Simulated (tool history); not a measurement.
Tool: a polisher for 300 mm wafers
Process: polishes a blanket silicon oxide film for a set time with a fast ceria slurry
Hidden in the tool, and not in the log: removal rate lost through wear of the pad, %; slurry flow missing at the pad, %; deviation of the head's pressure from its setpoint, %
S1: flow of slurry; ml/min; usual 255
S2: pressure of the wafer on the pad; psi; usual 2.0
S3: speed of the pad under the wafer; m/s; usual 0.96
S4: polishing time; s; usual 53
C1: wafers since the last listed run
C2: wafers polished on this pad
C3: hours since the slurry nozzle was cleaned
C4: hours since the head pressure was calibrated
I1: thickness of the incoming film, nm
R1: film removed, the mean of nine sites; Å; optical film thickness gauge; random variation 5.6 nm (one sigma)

| run | hour | S1 | S2 | S3 | S4 | C1 | C2 | C3 | C4 | I1 | R1 |
|---|---|---|---|---|---|---|---|---|---|---|---|
| 1 | 0.0 | 255 | 2.0 | 0.96 | 53 | 0 | 495 | 348.7 | 398.8 | 1570.0 | 5553 |
| 2 | 32.2 | 255 | 2.0 | 0.96 | 53 | 199 | 694 | 380.9 | 431.0 | 1584.4 | 5509 |
|  | 45.5 | worn pad replaced by a new one |
| 3 | 64.5 | 255 | 2.0 | 0.96 | 53 | 175 | 118 | 413.2 | 463.3 | 1603.8 | 5450 |
| 4 | 87.8 | 255 | 2.0 | 0.96 | 53 | 144 | 262 | 436.5 | 486.6 | 1565.1 | 5396 |
|  | 164.0 | worn pad replaced by a new one |
| 5 | 190.9 | 255 | 2.0 | 0.96 | 53 | 614 | 166 | 539.6 | 589.7 | 1561.2 | 5344 |
| 6 | 223.4 | 255 | 2.0 | 0.96 | 53 | 201 | 368 | 572.1 | 622.2 | 1571.6 | 5313 |
| 7 | 252.4 | 210 | 2.0 | 0.96 | 53 | 179 | 548 | 601.1 | 651.2 | 1580.0 | 5228 |
| 8 | 277.5 | 210 | 2.0 | 0.96 | 53 | 155 | 704 | 626.2 | 676.3 | 1593.2 | 5185 |
|  | 298.2 | slurry nozzle cleaned |
|  | 308.5 | worn pad replaced by a new one |
| 9 | 309.0 | 255 | 2.0 | 0.96 | 53 | 164 | 3 | 10.8 | 707.8 | 1565.7 | 5337 |
| 10 | 332.0 | 255 | 2.0 | 0.96 | 53 | 142 | 145 | 33.8 | 730.8 | 1597.0 | 5369 |
| 11 | 365.6 | 255 | 2.0 | 0.96 | 53 | 208 | 354 | 67.4 | 764.4 | 1598.4 | 5237 |
| 12 | 379.1 | 255 | 2.0 | 0.96 | 53 | 83 | 438 | 80.9 | 777.9 | 1597.2 | 5408 |
| 13 | 401.5 | 305 | 2.0 | 0.96 | 47 | 138 | 577 | 103.3 | 800.3 | 1579.3 | 4780 |
| 14 | 419.2 | 255 | 2.0 | 0.96 | 53 | 109 | 686 | 121.0 | 818.0 | 1580.8 | 5188 |
|  | 441.0 | worn pad replaced by a new one |
| 15 | 447.9 | 285 | 2.5 | 0.96 | 36 | 153 | 42 | 149.7 | 846.7 | 1553.2 | 4564 |
| 16 | 481.1 | 255 | 2.0 | 0.96 | 53 | 206 | 248 | 182.9 | 879.9 | 1596.0 | 5232 |
| 17 | 501.9 | 255 | 2.0 | 0.96 | 53 | 129 | 377 | 203.7 | 900.7 | 1578.7 | 5243 |
|  | 519.2 | head pressure recalibrated |
| 18 | 525.5 | 255 | 2.0 | 0.96 | 53 | 134 | 511 | 227.3 | 6.3 | 1574.2 | 5757 |
| 19 | 555.6 | 280 | 2.0 | 1.18 | 53 | 186 | 698 | 257.4 | 36.4 | 1553.6 | 6771 |
|  | 570.4 | worn pad replaced by a new one |
| 20 | 579.1 | 255 | 2.5 | 0.96 | 64 | 120 | 54 | 280.9 | 59.9 | 1595.3 | 8552 |
| 21 | 610.8 | 295 | 2.6 | 1.24 | 35 | 196 | 250 | 312.6 | 91.6 | 1589.2 | 6101 |
| 22 | 645.2 | 255 | 2.0 | 0.68 | 53 | 213 | 464 | 347.0 | 126.0 | 1599.8 | 4379 |
| 23 | 667.3 | 255 | 2.0 | 0.96 | 53 | 137 | 601 | 369.1 | 148.1 | 1589.2 | 5474 |
| 24 | 682.9 | 215 | 2.5 | 1.08 | 69 | 96 | 698 | 384.7 | 163.7 | 1584.2 | 9665 |

4 ways to go on from here, each from the tool as it stands after run 24. What would each give?
| A | 683.3 | 255 | 2.0 | 0.96 | 53 | 2 | 700 | 385.1 | 164.1 | 1593.8 | ? |
| B | 683.3 | 325 | 2.0 | 1.06 | 39 | 2 | 700 | 385.1 | 164.1 | 1593.8 | ? |
| C | 683.3 | 310 | 2.0 | 0.96 | 53 | 2 | 700 | 385.1 | 164.1 | 1593.8 | ? |
| D | 683.3 | 170 | 1.4 | 0.96 | 41 | 2 | 700 | 385.1 | 164.1 | 1593.8 | ? |

| run | R1 |
|---|---|
| A | 5591 |
| B | 4531 |
| C | 5681 |
| D | 2909 |
Without the tool's hidden state the same runs would have given:
| run | R1 |
|---|---|
| A | 5739 |
| B | 4651 |
| C | 5832 |
| D | 2986 |
